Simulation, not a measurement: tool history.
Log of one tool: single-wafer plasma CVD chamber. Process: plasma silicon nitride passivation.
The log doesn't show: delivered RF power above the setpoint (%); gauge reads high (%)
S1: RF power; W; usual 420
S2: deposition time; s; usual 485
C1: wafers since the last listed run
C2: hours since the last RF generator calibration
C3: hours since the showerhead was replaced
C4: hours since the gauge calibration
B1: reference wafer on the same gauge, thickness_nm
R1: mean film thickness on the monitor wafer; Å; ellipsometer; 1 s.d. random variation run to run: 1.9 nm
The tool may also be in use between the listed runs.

{"run": 1, "day": 0.0, "S1": 390, "S2": 485, "C1": 0, "C2": 1236.8, "C3": 6364.7, "C4": 1419.2, "B1": 791.096, "R1": 7140.53}
{"run": 2, "day": 1.633, "S1": 390, "S2": 485, "C1": 130, "C2": 1276, "C3": 6403.9, "C4": 1458.4, "B1": 790.988, "R1": 7132.43}
{"run": 3, "day": 2.742, "S1": 390, "S2": 485, "C1": 88, "C2": 1302.6, "C3": 6430.5, "C4": 1485, "B1": 790.811, "R1": 7177.35}
{"run": 4, "day": 4.683, "S1": 420, "S2": 485, "C1": 155, "C2": 1349.2, "C3": 6477.1, "C4": 1531.6, "B1": 790.763, "R1": 7241.59}
{"run": 5, "day": 6.392, "S1": 420, "S2": 485, "C1": 136, "C2": 1390.2, "C3": 6518.1, "C4": 1572.6, "B1": 790.826, "R1": 7231.51}
{"run": 6, "day": 9.379, "S1": 420, "S2": 485, "C1": 238, "C2": 1461.9, "C3": 6589.8, "C4": 1644.3, "B1": 791.037, "R1": 7205.3}
{"run": 7, "day": 10.55, "S1": 370, "S2": 431, "C1": 93, "C2": 1490, "C3": 6617.9, "C4": 1672.4, "B1": 791.042, "R1": 6279.15}
{"run": 8, "day": 13.038, "S1": 420, "S2": 485, "C1": 198, "C2": 1549.7, "C3": 6677.6, "C4": 1732.1, "B1": 790.715, "R1": 7269.89}
{"run": 9, "day": 14.538, "S1": 420, "S2": 485, "C1": 119, "C2": 1585.7, "C3": 6713.6, "C4": 1768.1, "B1": 791.264, "R1": 7258.33}
{"run": 10, "day": 16.479, "S1": 420, "S2": 485, "C1": 155, "C2": 1632.3, "C3": 6760.2, "C4": 1814.7, "B1": 790.667, "R1": 7246.44}
{"run": 11, "day": 18.812, "S1": 370, "S2": 541, "C1": 186, "C2": 1688.3, "C3": 6816.2, "C4": 1870.7, "B1": 791.073, "R1": 7902.77}
{"run": 12, "day": 20.254, "S1": 370, "S2": 541, "C1": 115, "C2": 1722.9, "C3": 6850.8, "C4": 1905.3, "B1": 790.633, "R1": 7901.55}
{"run": 13, "day": 23.021, "S1": 370, "S2": 541, "C1": 221, "C2": 1789.3, "C3": 6917.2, "C4": 1971.7, "B1": 791.438, "R1": 7852.68}
{"run": 14, "day": 24.45, "S1": 420, "S2": 555, "C1": 114, "C2": 1823.6, "C3": 6951.5, "C4": 2006, "B1": 791.157, "R1": 8279.79}
{"run": 15, "day": 26.721, "S1": 420, "S2": 555, "C1": 181, "C2": 1878.1, "C3": 7006, "C4": 2060.5, "B1": 791.069, "R1": 8271.3}
{"run": 16, "day": 28.758, "S1": 420, "S2": 555, "C1": 162, "C2": 1927, "C3": 7054.9, "C4": 2109.4, "B1": 790.721, "R1": 8269.84}
{"run": 17, "day": 31.646, "S1": 420, "S2": 485, "C1": 230, "C2": 1996.3, "C3": 7124.2, "C4": 2178.7, "B1": 791.279, "R1": 7223.94}
{"run": 18, "day": 33.475, "S1": 420, "S2": 485, "C1": 146, "C2": 2040.2, "C3": 7168.1, "C4": 2222.6, "B1": 791.247, "R1": 7228.89}
{"run": 19, "day": 34.825, "S1": 420, "S2": 527, "C1": 107, "C2": 2072.6, "C3": 7200.5, "C4": 2255, "B1": 791.211, "R1": 7861.55}
{"run": 20, "day": 36.712, "S1": 420, "S2": 485, "C1": 150, "C2": 2117.9, "C3": 7245.8, "C4": 2300.3, "B1": 790.974, "R1": 7234.8}
{"run": 21, "day": 37.958, "S1": 440, "S2": 485, "C1": 99, "C2": 2147.8, "C3": 7275.7, "C4": 2330.2, "B1": 791.279, "R1": 7292.08}
{"day": 38.196, "done": "gauge calibrated"}
{"run": 22, "day": 40.658, "S1": 445, "S2": 546, "C1": 215, "C2": 2212.6, "C3": 7340.5, "C4": 59.1, "B1": 791.217, "R1": 8250.64}
{"day": 41.892, "done": "showerhead replaced"}
{"day": 42.996, "done": "RF generator calibrated"}
{"run": 23, "day": 43.138, "S1": 355, "S2": 449, "C1": 144, "C2": 3.4, "C3": 29.9, "C4": 118.6, "B1": 791.084, "R1": 6516.36}
{"run": 24, "day": 45.383, "S1": 420, "S2": 400, "C1": 179, "C2": 57.3, "C3": 83.8, "C4": 172.5, "B1": 790.748, "R1": 6004.91}
{"run": 25, "day": 48.038, "S1": 420, "S2": 485, "C1": 212, "C2": 121, "C3": 147.5, "C4": 236.2, "B1": 791.193, "R1": 7271.6}
{"run": 26, "day": 50.95, "S1": 500, "S2": 414, "C1": 232, "C2": 190.9, "C3": 217.4, "C4": 306.1, "B1": 790.933, "R1": 6479.09}

The next listed run, before its measurement:
{"run": 27, "day": 52.775, "S1": 485, "S2": 485, "C1": 145, "C2": 234.7, "C3": 261.2, "C4": 349.9, "B1": "?", "R1": "?"}

B1: 791.118
R1: 7524.31 Å
With no hidden state in the tool, this same run would have given R1 7542.58 Å.
